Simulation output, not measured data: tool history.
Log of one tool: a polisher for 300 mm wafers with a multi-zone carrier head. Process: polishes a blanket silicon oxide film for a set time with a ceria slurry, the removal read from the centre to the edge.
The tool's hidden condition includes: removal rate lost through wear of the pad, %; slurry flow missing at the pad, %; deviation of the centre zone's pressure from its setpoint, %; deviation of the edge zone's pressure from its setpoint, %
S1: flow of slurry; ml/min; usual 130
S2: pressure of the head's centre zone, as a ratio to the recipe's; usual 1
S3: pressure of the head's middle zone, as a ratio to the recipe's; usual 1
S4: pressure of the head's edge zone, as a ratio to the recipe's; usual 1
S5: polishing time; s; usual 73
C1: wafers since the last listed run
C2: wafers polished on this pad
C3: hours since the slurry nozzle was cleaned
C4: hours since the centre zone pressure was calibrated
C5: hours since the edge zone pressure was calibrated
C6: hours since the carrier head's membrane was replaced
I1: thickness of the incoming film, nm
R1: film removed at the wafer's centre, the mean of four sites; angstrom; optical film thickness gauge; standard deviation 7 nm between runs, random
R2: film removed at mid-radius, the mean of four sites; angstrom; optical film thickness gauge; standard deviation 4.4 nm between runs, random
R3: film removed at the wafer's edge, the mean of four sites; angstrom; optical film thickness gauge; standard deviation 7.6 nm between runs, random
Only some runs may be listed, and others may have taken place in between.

run	hour	S1	S2	S3	S4	S5	C1	C2	C3	C4	C5	C6	I1	R1	R2	R3
1	0	130	1	1	1	73	0	1472	594	974.8	1137.4	672.2	1736.9	4868	4974	4776
# hour 26.8: slurry nozzle cleaned
2	42.9	130	1	1	1	73	483	1955	16.1	1017.7	1180.3	715.1	1738.9	4978	4959	4872
3	68	130	1	1	0.92	73	289	2244	41.2	1042.8	1205.4	740.2	1739.7	4762	4898	4502
4	111.8	130	1	1	0.92	73	505	2749	85	1086.6	1249.2	784	1718.7	4695	4735	4550
5	175.4	130	1	1	0.92	73	733	3483	148.6	1150.2	1312.8	847.6	1719.7	4514	4532	4349
# hour 184.4: worn pad replaced by a new one
# hour 217.1: edge zone pressure recalibrated
6	286.1	130	1	1	1	73	1207	1149	259.3	1260.9	69	958.3	1717.7	5046	4995	4877
7	332.3	160	1	1	1.09	99	532	1682	305.5	1307.1	115.2	1004.5	1764.9	7025	6878	7099
8	368.8	130	1	1	1	73	420	2103	342	1343.6	151.7	1041	1754.1	4809	4856	4748
# hour 375.4: centre zone pressure recalibrated
9	405.6	130	1	1	1.04	73	401	2504	378.8	30.2	188.5	1077.8	1726.9	4848	4795	4912
# hour 422.3: worn pad replaced by a new one
10	441.8	95	0.9	1	0.9	73	371	224	415	66.4	224.7	1114	1740.5	4193	4669	4513
11	482.5	130	1	1	1	73	469	694	455.7	107.1	265.4	1154.7	1734.2	5093	5152	5074
# hour 508.4: slurry nozzle cleaned
12	542.6	130	1.05	0.96	1.09	48	681	1375	34.2	167.2	325.5	1214.8	1749.9	3423	3179	3382
# hour 573.9: carrier head's membrane replaced by a new one
13	574.4	115	0.92	0.95	1	61	309	1684	66	199	357.3	0.5	1725.5	3600	3845	3991
14	606.7	140	1	1.1	1	73	372	2057	98.3	231.3	389.6	32.8	1716.6	4958	5391	4892
15	633	170	1.06	1	1	73	303	2360	124.6	257.6	415.9	59.1	1742	5403	5063	4876
16	700.2	160	1.08	1.04	1	80	774	3135	191.8	324.8	483.1	126.3	1725.3	5872	5523	5310
# hour 711.2: worn pad replaced by a new one
17	733.6	170	1	1	0.92	73	339	258	225.2	358.2	516.5	159.7	1734.3	5456	5468	5261
18	783.2	130	1.04	1	1	73	572	830	274.8	407.8	566.1	209.3	1751.3	5298	5033	5139
19	827	115	0.96	1.11	0.94	73	505	1335	318.6	451.6	609.9	253.1	1727.5	4544	5227	4659
20	893.9	90	1	1	1	95	771	2106	385.5	518.5	676.8	320	1752.2	5315	5392	5584
21	955.1	130	1.11	1	1	73	705	2812	446.7	579.7	738	381.2	1759.9	5215	4639	4556

Below, some changes in R1 between adjacent runs. For each, the amount present without the hidden state too (settings, incoming material, random variation) and the amount remaining for the hidden state with gauge scatter not shared by both compared results:
Run 6 -> 7: S1 130 -> 160, S4 1 -> 1.09, S5 73 -> 99. R1 +1979 angstrom: hidden state -259, all else +2238.
Run 7 -> 8: S1 160 -> 130, S4 1.09 -> 1, S5 99 -> 73. R1 -2216 angstrom: hidden state +73, all else -2289.
Run 9 -> 10: S1 130 -> 95, S2 1 -> 0.9, S4 1.04 -> 0.9, worn pad replaced by a new one. R1 -655 angstrom: hidden state +498, all else -1153.
Run 16 -> 17: S1 160 -> 170, S2 1.08 -> 1, S3 1.04 -> 1, S4 1 -> 0.92, S5 80 -> 73, worn pad replaced by a new one. R1 -416 angstrom: hidden state +708, all else -1124.

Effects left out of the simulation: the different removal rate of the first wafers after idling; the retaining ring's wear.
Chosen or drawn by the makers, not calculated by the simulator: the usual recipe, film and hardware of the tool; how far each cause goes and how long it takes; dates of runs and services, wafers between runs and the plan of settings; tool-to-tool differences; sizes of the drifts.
